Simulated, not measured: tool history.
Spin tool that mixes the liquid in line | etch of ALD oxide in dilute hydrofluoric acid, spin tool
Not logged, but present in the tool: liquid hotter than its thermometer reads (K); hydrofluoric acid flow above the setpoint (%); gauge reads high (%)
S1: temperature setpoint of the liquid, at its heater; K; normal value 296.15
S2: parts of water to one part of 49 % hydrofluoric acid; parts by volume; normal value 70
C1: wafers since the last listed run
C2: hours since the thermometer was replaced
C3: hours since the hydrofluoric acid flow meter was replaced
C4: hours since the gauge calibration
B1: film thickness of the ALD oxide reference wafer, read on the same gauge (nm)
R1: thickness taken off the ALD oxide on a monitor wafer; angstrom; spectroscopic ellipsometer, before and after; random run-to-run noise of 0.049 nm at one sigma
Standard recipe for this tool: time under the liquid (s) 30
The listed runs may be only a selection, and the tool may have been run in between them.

{"run": 1, "hour": 0.0, "S1": 296.15, "S2": 70, "time under the liquid (s)": 30, "C1": 0, "C2": 974.5, "C3": 1192.5, "C4": 772.9, "B1": 109.95, "R1": 90.5}
{"run": 2, "hour": 47.4, "S1": 296.15, "S2": 70, "time under the liquid (s)": 30, "C1": 571, "C2": 1021.9, "C3": 1239.9, "C4": 820.3, "B1": 110.05, "R1": 91}
{"run": 3, "hour": 116.9, "S1": 296.15, "S2": 70, "time under the liquid (s)": 30, "C1": 838, "C2": 1091.4, "C3": 1309.4, "C4": 889.8, "B1": 110.02, "R1": 90.5}
{"run": 4, "hour": 207.3, "S1": 296.15, "S2": 70, "time under the liquid (s)": 30, "C1": 1090, "C2": 1181.8, "C3": 1399.8, "C4": 980.2, "B1": 110, "R1": 90.5}
{"run": 5, "hour": 243.4, "S1": 296.15, "S2": 70, "time under the liquid (s)": 30, "C1": 435, "C2": 1217.9, "C3": 1435.9, "C4": 1016.3, "B1": 110.06, "R1": 90.8}
{"run": 6, "hour": 343.0, "S1": 296.15, "S2": 70, "time under the liquid (s)": 25, "C1": 1201, "C2": 1317.5, "C3": 1535.5, "C4": 1115.9, "B1": 109.99, "R1": 75.7}
{"run": 7, "hour": 431.6, "S1": 296.15, "S2": 85, "time under the liquid (s)": 20, "C1": 1069, "C2": 1406.1, "C3": 1624.1, "C4": 1204.5, "B1": 109.95, "R1": 48.4}
{"run": 8, "hour": 504.2, "S1": 296.15, "S2": 85, "time under the liquid (s)": 20, "C1": 876, "C2": 1478.7, "C3": 1696.7, "C4": 1277.1, "B1": 109.96, "R1": 48.8}
{"run": 9, "hour": 544.1, "S1": 296.15, "S2": 85, "time under the liquid (s)": 20, "C1": 481, "C2": 1518.6, "C3": 1736.6, "C4": 1317, "B1": 109.98, "R1": 48.7}
{"hour": 568.3, "done": "hydrofluoric acid flow meter replaced"}
{"hour": 599.2, "done": "thermometer replaced"}
{"run": 10, "hour": 650.5, "S1": 293.65, "S2": 55, "time under the liquid (s)": 30, "C1": 1259, "C2": 51.3, "C3": 82.2, "C4": 1423.4, "B1": 110, "R1": 106.8}
{"run": 11, "hour": 750.2, "S1": 296.15, "S2": 80, "time under the liquid (s)": 25, "C1": 1203, "C2": 151, "C3": 181.9, "C4": 1523.1, "B1": 110.03, "R1": 65.7}
{"run": 12, "hour": 846.6, "S1": 296.15, "S2": 60, "time under the liquid (s)": 20, "C1": 1163, "C2": 247.4, "C3": 278.3, "C4": 1619.5, "B1": 110.02, "R1": 71.3}
{"run": 13, "hour": 915.5, "S1": 297.65, "S2": 95, "time under the liquid (s)": 15, "C1": 831, "C2": 316.3, "C3": 347.2, "C4": 1688.4, "B1": 109.97, "R1": 34.5}
{"hour": 1006.0, "done": "gauge calibrated"}
{"run": 14, "hour": 1007.2, "S1": 299.65, "S2": 40, "time under the liquid (s)": 45, "C1": 1106, "C2": 408, "C3": 438.9, "C4": 1.2, "B1": 110.01, "R1": 285.7}
{"run": 15, "hour": 1069.8, "S1": 296.15, "S2": 70, "time under the liquid (s)": 30, "C1": 755, "C2": 470.6, "C3": 501.5, "C4": 63.8, "B1": 110.02, "R1": 90.6}
{"run": 16, "hour": 1164.3, "S1": 291.65, "S2": 70, "time under the liquid (s)": 50, "C1": 1140, "C2": 565.1, "C3": 596, "C4": 158.3, "B1": 110.03, "R1": 125.4}
{"run": 17, "hour": 1271.8, "S1": 296.15, "S2": 80, "time under the liquid (s)": 40, "C1": 1297, "C2": 672.6, "C3": 703.5, "C4": 265.8, "B1": 110.01, "R1": 104.3}
{"run": 18, "hour": 1324.7, "S1": 296.15, "S2": 90, "time under the liquid (s)": 30, "C1": 638, "C2": 725.5, "C3": 756.4, "C4": 318.7, "B1": 109.99, "R1": 68.6}
{"run": 19, "hour": 1382.4, "S1": 296.15, "S2": 70, "time under the liquid (s)": 15, "C1": 696, "C2": 783.2, "C3": 814.1, "C4": 376.4, "B1": 110, "R1": 45.1}
{"run": 20, "hour": 1475.2, "S1": 296.15, "S2": 80, "time under the liquid (s)": 25, "C1": 1119, "C2": 876, "C3": 906.9, "C4": 469.2, "B1": 110.02, "R1": 65.1}

The tool's hidden state at each run:
liquid hotter than its thermometer reads (K): 0 at every run
hydrofluoric acid flow above the setpoint (%): 0 at every run
gauge reads high (%): 0 at every run
